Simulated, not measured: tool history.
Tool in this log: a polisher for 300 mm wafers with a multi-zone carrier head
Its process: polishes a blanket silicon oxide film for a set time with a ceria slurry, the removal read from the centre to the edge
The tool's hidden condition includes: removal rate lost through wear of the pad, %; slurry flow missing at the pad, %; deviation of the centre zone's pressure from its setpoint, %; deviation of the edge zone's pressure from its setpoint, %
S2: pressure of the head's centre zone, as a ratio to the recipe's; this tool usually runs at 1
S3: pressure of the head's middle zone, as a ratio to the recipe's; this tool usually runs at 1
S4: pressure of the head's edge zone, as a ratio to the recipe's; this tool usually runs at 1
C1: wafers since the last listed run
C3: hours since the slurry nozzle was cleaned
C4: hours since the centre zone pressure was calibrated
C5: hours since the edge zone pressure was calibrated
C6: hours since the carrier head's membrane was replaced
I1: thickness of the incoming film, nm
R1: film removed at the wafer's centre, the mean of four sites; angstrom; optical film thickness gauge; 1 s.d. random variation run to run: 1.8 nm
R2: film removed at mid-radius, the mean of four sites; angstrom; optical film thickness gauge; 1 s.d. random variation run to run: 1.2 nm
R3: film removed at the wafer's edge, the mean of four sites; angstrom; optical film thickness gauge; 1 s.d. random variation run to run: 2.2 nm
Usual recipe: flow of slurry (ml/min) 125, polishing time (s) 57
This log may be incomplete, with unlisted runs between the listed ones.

Run 1, hour 0: usual settings but S4 1.08; C1 0; wafers polished on this pad 698; C3 795.2; C4 562.7; C5 807.5; C6 834.3; I1 973.8. Result: R1 1475 angstrom, R2 1654 angstrom, R3 1679 angstrom.
At hour 4.2: worn pad replaced by a new one.
Run 2, hour 11.9: usual settings but S2 1.08, polishing time (s) 61; C1 51; wafers polished on this pad 50; C3 807.1; C4 574.6; C5 819.4; C6 846.2; I1 970.8. Result: R1 1711 angstrom, R2 1784 angstrom, R3 1739 angstrom.
Run 3, hour 24.5: usual settings but S2 1.08, polishing time (s) 61; C1 82; wafers polished on this pad 132; C3 819.7; C4 587.2; C5 832; C6 858.8; I1 972.9. Result: R1 1709 angstrom, R2 1786 angstrom, R3 1746 angstrom.
Run 4, hour 42.2: usual settings but S4 1.06; C1 116; wafers polished on this pad 248; C3 837.4; C4 604.9; C5 849.7; C6 876.5; I1 976.1. Result: R1 1456 angstrom, R2 1636 angstrom, R3 1667 angstrom.
Run 5, hour 49.5: usual settings but flow of slurry (ml/min) 150, S2 1.07; C1 47; wafers polished on this pad 296; C3 844.7; C4 612.2; C5 857; C6 883.8; I1 978.9. Result: R1 1629 angstrom, R2 1707 angstrom, R3 1653 angstrom.
Run 6, hour 59.6: usual settings but flow of slurry (ml/min) 150, S2 1.07; C1 66; wafers polished on this pad 363; C3 854.8; C4 622.3; C5 867.1; C6 893.9; I1 964. Result: R1 1596 angstrom, R2 1695 angstrom, R3 1681 angstrom.
Run 7, hour 72.6: usual settings; C1 85; wafers polished on this pad 448; C3 867.8; C4 635.3; C5 880.1; C6 906.9; I1 959.9. Result: R1 1418 angstrom, R2 1632 angstrom, R3 1652 angstrom.
At hour 82.4: slurry nozzle cleaned.
Run 8, hour 87.7: usual settings; C1 92; wafers polished on this pad 540; C3 5.3; C4 650.4; C5 895.2; C6 922; I1 961. Result: R1 1443 angstrom, R2 1645 angstrom, R3 1634 angstrom.
At hour 99.4: worn pad replaced by a new one.
At hour 103: centre zone pressure recalibrated.
Run 9, hour 103.5: usual settings but flow of slurry (ml/min) 145; C1 64; wafers polished on this pad 13; C3 21.1; C4 0.5; C5 911; C6 937.8; I1 983.8. Result: R1 1743 angstrom, R2 1681 angstrom, R3 1654 angstrom.
Run 10, hour 117.1: usual settings; C1 89; wafers polished on this pad 102; C3 34.7; C4 14.1; C5 924.6; C6 951.4; I1 973.3. Result: R1 1694 angstrom, R2 1635 angstrom, R3 1665 angstrom.
Run 11, hour 127.5: usual settings; C1 68; wafers polished on this pad 171; C3 45.1; C4 24.5; C5 935; C6 961.8; I1 971.6. Result: R1 1725 angstrom, R2 1656 angstrom, R3 1624 angstrom.
Run 12, hour 140.3: usual settings; C1 83; wafers polished on this pad 255; C3 57.9; C4 37.3; C5 947.8; C6 974.6; I1 970.9. Result: R1 1685 angstrom, R2 1646 angstrom, R3 1675 angstrom.
Run 13, hour 151.6: usual settings but S2 1.09, S3 0.88, S4 0.97; C1 74; wafers polished on this pad 329; C3 69.2; C4 48.6; C5 959.1; C6 985.9; I1 972. Result: R1 1819 angstrom, R2 1475 angstrom, R3 1610 angstrom.
Run 14, hour 162.8: usual settings but polishing time (s) 48; C1 73; wafers polished on this pad 402; C3 80.4; C4 59.8; C5 970.3; C6 997.1; I1 983.8. Result: R1 1411 angstrom, R2 1402 angstrom, R3 1377 angstrom.
At hour 177.2: carrier head's membrane replaced by a new one.
Run 15, hour 177.8: usual settings but S4 1.09; C1 65; wafers polished on this pad 468; C3 95.4; C4 74.8; C5 985.3; C6 0.6; I1 983.4. Result: R1 1691 angstrom, R2 1635 angstrom, R3 1684 angstrom.
Run 16, hour 187.6: usual settings but flow of slurry (ml/min) 95, S2 0.89, S3 0.94, polishing time (s) 66; C1 64; wafers polished on this pad 532; C3 105.2; C4 84.6; C5 995.1; C6 10.4; I1 980.3. Result: R1 1660 angstrom, R2 1702 angstrom, R3 1825 angstrom.
Run 17, hour 202.7: usual settings but S2 0.91; C1 99; wafers polished on this pad 631; C3 120.3; C4 99.7; C5 1010.2; C6 25.5; I1 989.9. Result: R1 1553 angstrom, R2 1637 angstrom, R3 1627 angstrom.
At hour 205: edge zone pressure recalibrated.
At hour 208.6: worn pad replaced by a new one.
Run 18, hour 210.1: usual settings but S3 1.05, polishing time (s) 72; C1 11; wafers polished on this pad 9; C3 127.7; C4 107.1; C5 5.1; C6 32.9; I1 954.1. Result: R1 2111 angstrom, R2 2168 angstrom, R3 2026 angstrom.
Run 19, hour 216.6: usual settings but S4 0.95; C1 42; wafers polished on this pad 52; C3 134.2; C4 113.6; C5 11.6; C6 39.4; I1 967.3. Result: R1 1692 angstrom, R2 1655 angstrom, R3 1608 angstrom.
Run 20, hour 227.5: usual settings but S2 0.9, polishing time (s) 39; C1 71; wafers polished on this pad 123; C3 145.1; C4 124.5; C5 22.5; C6 50.3; I1 962. Result: R1 1045 angstrom, R2 1144 angstrom, R3 1098 angstrom.
Run 21, hour 243.8: usual settings but flow of slurry (ml/min) 160, S3 1.07, S4 1.07, polishing time (s) 49; C1 106; wafers polished on this pad 230; C3 161.4; C4 140.8; C5 38.8; C6 66.6; I1 976.8. Result: R1 1514 angstrom, R2 1540 angstrom, R3 1465 angstrom.
Run 22, hour 261.2: usual settings but S2 0.89, S3 1.06; C1 114; wafers polished on this pad 344; C3 178.8; C4 158.2; C5 56.2; C6 84; I1 951. Result: R1 1485 angstrom, R2 1740 angstrom, R3 1598 angstrom.

The next listed run, before its measurement:
Run 23, hour 267.9: usual settings but S4 0.95; C1 43; wafers polished on this pad 388; C3 185.5; C4 164.9; C5 62.9; C6 90.7; I1 970.1. Result: R1 ?, R2 ?, R3 ?.

R1: 1674 angstrom
R2: 1629 angstrom
R3: 1642 angstrom
If the tool had no hidden condition, the same run with the same run-to-run variation would have returned R1 1658 angstrom, R2 1629 angstrom, R3 1642 angstrom.
